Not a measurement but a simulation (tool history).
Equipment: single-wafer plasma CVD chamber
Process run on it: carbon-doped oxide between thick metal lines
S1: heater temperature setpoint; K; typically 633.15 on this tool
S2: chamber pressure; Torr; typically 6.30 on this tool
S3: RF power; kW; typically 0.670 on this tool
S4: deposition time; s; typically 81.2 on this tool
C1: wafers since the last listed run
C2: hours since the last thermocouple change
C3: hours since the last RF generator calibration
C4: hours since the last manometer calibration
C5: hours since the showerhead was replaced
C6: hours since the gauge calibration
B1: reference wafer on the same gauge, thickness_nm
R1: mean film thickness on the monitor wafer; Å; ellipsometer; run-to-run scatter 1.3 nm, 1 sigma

run   hour      S1    S2     S3    S4   C1      C2      C3     C4      C5     C6       B1       R1
  1    0.0  633.15  6.30  0.670  81.2    0  2462.0  2079.3  659.8  3993.3  222.2  476.965  4648.80
  2   12.7  633.15  6.30  0.670  81.2  267  2474.7  2092.0  672.5  4006.0  234.9  476.944  4618.98
  3   26.3  633.15  6.30  0.670  81.2  286  2488.3  2105.6  686.1  4019.6  248.5  477.116  4638.59
  4   41.0  633.15  6.30  0.670  81.2  309  2503.0  2120.3  700.8  4034.3  263.2  476.950  4612.65
  5   71.4  633.15  6.30  0.670  81.2  640  2533.4  2150.7  731.2  4064.7  293.6  477.002  4599.10
  6  105.3  633.15  6.30  0.670  81.2  713  2567.3  2184.6  765.1  4098.6  327.5  476.841  4618.02
  7  138.6  633.15  6.30  0.670  81.2  701  2600.6  2217.9  798.4  4131.9  360.8  477.257  4598.54
  8  157.3  633.15  6.30  0.670  81.2  393  2619.3  2236.6  817.1  4150.6  379.5  477.097  4590.41
     180.1  -- showerhead replaced, of another model than before
     182.2  -- capacitance manometer re-zeroed and calibrated
  9  182.9  633.15  6.30  0.670  81.2  327  2644.9  2262.2    0.7     2.8  405.1  477.039  4508.91
 10  211.9  633.15  6.30  0.670  81.2  610  2673.9  2291.2   29.7    31.8  434.1  477.032  4496.79
     224.0  -- gauge calibrated
 11  244.0  633.15  6.30  0.670  81.2  675  2706.0  2323.3   61.8    63.9   20.0  477.317  4477.96
     263.7  -- thermocouple changed; heater temperature recalibrated
 12  264.2  633.15  6.30  0.670  81.2  256     0.5  2343.5   82.0    84.1   40.2  476.932  4477.93
 13  287.5  627.15  4.97  0.795  81.2  490    23.8  2366.8  105.3   107.4   63.5  477.058  4857.92
     311.0  -- RF generator calibrated
 14  311.5  633.15  6.30  0.775  93.6  336    47.8     0.5  129.3   131.4   87.5  476.984  6249.82
 15  317.8  633.15  6.30  0.670  81.2  132    54.1     6.8  135.6   137.7   93.8  476.617  4819.94
 16  336.8  633.15  6.30  0.670  81.2  400    73.1    25.8  154.6   156.7  112.8  477.027  4810.95

Run 17 comes next. What will it give?
 17  359.5  639.15  5.45  0.670  81.2  477  95.8  48.5  177.3  179.4  135.5   ?   ?

{"run 17": {"B1": 477.063, "R1": 4584.26}}
On a tool with no hidden condition, and with the same random variation, this run would have come out at R1 4609.49 Å.
